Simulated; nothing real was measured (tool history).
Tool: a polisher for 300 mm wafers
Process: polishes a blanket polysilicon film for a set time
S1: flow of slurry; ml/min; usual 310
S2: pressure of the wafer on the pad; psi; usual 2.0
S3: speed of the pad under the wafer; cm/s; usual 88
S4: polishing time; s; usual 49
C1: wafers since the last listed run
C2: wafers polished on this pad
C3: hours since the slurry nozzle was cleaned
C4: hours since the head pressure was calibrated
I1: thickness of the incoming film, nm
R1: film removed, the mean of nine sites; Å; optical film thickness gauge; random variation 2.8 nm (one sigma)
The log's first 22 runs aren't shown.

run 23 hour=1282.4 | S1=265 S2=2.0 S3=88 S4=63 | C1=230 C2=1622 C3=586.0 C4=448.6 | I1=1394.1 | R1=3518
-- hour=1310.0 head pressure recalibrated
run 24 hour=1328.1 | S1=310 S2=2.7 S3=118 S4=42 | C1=274 C2=1896 C3=631.7 C4=18.1 | I1=1374.7 | R1=3161
run 25 hour=1394.6 | S1=310 S2=2.0 S3=68 S4=49 | C1=417 C2=2314 C3=698.2 C4=84.6 | I1=1412.0 | R1=2275
-- hour=1414.9 slurry nozzle cleaned
-- hour=1426.5 worn pad replaced by a new one
run 26 hour=1436.8 | S1=280 S2=2.0 S3=80 S4=58 | C1=233 C2=64 C3=21.9 C4=126.8 | I1=1396.0 | R1=3007
run 27 hour=1488.4 | S1=310 S2=2.0 S3=88 S4=49 | C1=324 C2=388 C3=73.5 C4=178.4 | I1=1398.6 | R1=2733
run 28 hour=1534.4 | S1=310 S2=2.0 S3=108 S4=49 | C1=289 C2=678 C3=119.5 C4=224.4 | I1=1399.4 | R1=3100
run 29 hour=1591.2 | S1=310 S2=2.0 S3=88 S4=37 | C1=357 C2=1035 C3=176.3 C4=281.2 | I1=1400.7 | R1=2064
run 30 hour=1658.9 | S1=390 S2=2.0 S3=88 S4=49 | C1=425 C2=1460 C3=244.0 C4=348.9 | I1=1376.8 | R1=2793
run 31 hour=1701.2 | S1=215 S2=2.0 S3=78 S4=34 | C1=265 C2=1726 C3=286.3 C4=391.2 | I1=1380.8 | R1=1730
run 32 hour=1745.1 | S1=310 S2=2.0 S3=88 S4=49 | C1=275 C2=2002 C3=330.2 C4=435.1 | I1=1365.0 | R1=2742
-- hour=1783.1 head pressure recalibrated
run 33 hour=1808.2 | S1=310 S2=1.6 S3=80 S4=57 | C1=384 C2=2386 C3=393.3 C4=25.1 | I1=1405.0 | R1=2576
-- hour=1835.0 worn pad replaced by a new one
run 34 hour=1879.0 | S1=310 S2=2.0 S3=88 S4=49 | C1=419 C2=276 C3=464.1 C4=95.9 | I1=1392.2 | R1=2671

3 ways to go on from here, each from the tool as it stands after run 34. What would each give?
run A hour=1879.4 | S1=310 S2=2.0 S3=72 S4=49 | C1=2 C2=279 C3=464.5 C4=96.3 | I1=1390.4 | R1=?
run B hour=1879.4 | S1=310 S2=2.6 S3=88 S4=49 | C1=2 C2=279 C3=464.5 C4=96.3 | I1=1390.4 | R1=?
run C hour=1879.4 | S1=310 S2=2.0 S3=88 S4=36 | C1=2 C2=279 C3=464.5 C4=96.3 | I1=1390.4 | R1=?

run=A R1=2395
run=B R1=3068
run=C R1=1966
Without the tool's hidden state the same runs would have given:
run=A R1=2350
run=B R1=3011
run=C R1=1929
